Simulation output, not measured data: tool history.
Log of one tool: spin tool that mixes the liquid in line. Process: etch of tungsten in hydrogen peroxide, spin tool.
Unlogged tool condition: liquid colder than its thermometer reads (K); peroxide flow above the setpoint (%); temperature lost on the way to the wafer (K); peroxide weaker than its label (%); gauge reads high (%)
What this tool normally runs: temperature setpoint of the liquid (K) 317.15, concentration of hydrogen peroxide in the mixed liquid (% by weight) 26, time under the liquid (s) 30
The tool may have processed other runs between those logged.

run,day,temperature setpoint of the liquid (K),concentration of hydrogen peroxide in the mixed liquid (% by weight),time under the liquid (s),wafers since the last listed run,hours since the thermometer was replaced,hours since the peroxide flow meter was replaced,hours since the heated supply line was repaired,hours since the drum of peroxide was connected,hours since the gauge calibration,"read-back film thickness of the tungsten reference wafer, read on the same gauge (nm)",thickness taken off the tungsten on a monitor wafer (nm)
1,0,317.15,29.5,30,0,1833.4,2474.8,1568.6,852,128.7,99.98,55.96
2,0.608,317.15,29.5,30,132,1848,2489.4,1583.2,866.6,143.3,99.97,54.84
3,1.338,320.15,26,30,159,1865.5,2506.9,1600.7,884.1,160.8,100.05,63.34
4,1.658,317.15,26,30,70,1873.2,2514.6,1608.4,891.8,168.5,100.03,52.47
5,2.067,317.15,30,30,89,1883,2524.4,1618.2,901.6,178.3,100.01,56.86
6,2.342,317.15,30,30,60,1889.6,2531,1624.8,908.2,184.9,99.98,56.13
7,2.883,317.15,26,30,118,1902.6,2544,1637.8,921.2,197.9,99.99,52.56
8,3.396,322.15,26,30,112,1914.9,2556.3,1650.1,933.5,210.2,100.01,72.3
9,3.938,324.65,26,35,118,1927.9,2569.3,1663.1,946.5,223.2,99.98,95.21
# day 4.646: thermometer replaced
10,4.667,324.65,26,35,150,0.5,2586.8,1680.6,964,240.7,99.97,97.16
11,4.946,324.65,26,35,61,7.2,2593.5,1687.3,970.7,247.4,100,98.28
12,5.367,314.65,26,30,91,17.3,2603.6,1697.4,980.8,257.5,99.98,44.16
# day 5.708: new drum of peroxide connected
# day 5.9: peroxide flow meter replaced
13,6.046,317.15,18,30,130,33.6,3.5,1713.7,8.1,273.8,100,43.31
14,6.321,308.15,22.5,45,60,40.2,10.1,1720.3,14.7,280.4,100.03,39.68
# day 6.867: gauge calibrated
15,6.979,325.15,30,15,143,56,25.9,1736.1,30.5,2.7,99.99,46.02
# day 7.696: heated supply line repaired
16,7.717,317.15,26,30,152,73.7,43.6,0.5,48.2,20.4,100.04,45.64
17,8.346,317.15,26,30,137,88.8,58.7,15.6,63.3,35.5,99.98,46.14
18,8.638,308.65,20,20,63,95.8,65.7,22.6,70.3,42.5,100.01,14.74
19,9.054,317.15,26,30,91,105.8,75.7,32.6,80.3,52.5,100.01,45.76
20,9.704,317.15,26,30,142,121.4,91.3,48.2,95.9,68.1,100.02,44.75
# day 9.842: heated supply line repaired, repeated, since the last time left the tool worse
21,9.962,317.15,26,30,47,127.6,97.5,2.9,102.1,74.3,100,62.31
22,10.479,307.15,30,50,112,140,109.9,15.3,114.5,86.7,99.98,59.13
23,11.171,319.65,23,45,151,156.6,126.5,31.9,131.1,103.3,99.98,103.95
24,11.471,317.15,22.5,30,65,163.8,133.7,39.1,138.3,110.5,99.99,58.44

Run 25 comes next. What will it give?
25,12.033,307.65,19.5,30,122,177.3,147.2,52.6,151.8,124,?,?

Run 25 yielded read-back film thickness of the tungsten reference wafer, read on the same gauge (nm) 99.99, thickness taken off the tungsten on a monitor wafer (nm) 28.99.
Without the tool's hidden state the same run would have given thickness taken off the tungsten on a monitor wafer (nm) 29.6.

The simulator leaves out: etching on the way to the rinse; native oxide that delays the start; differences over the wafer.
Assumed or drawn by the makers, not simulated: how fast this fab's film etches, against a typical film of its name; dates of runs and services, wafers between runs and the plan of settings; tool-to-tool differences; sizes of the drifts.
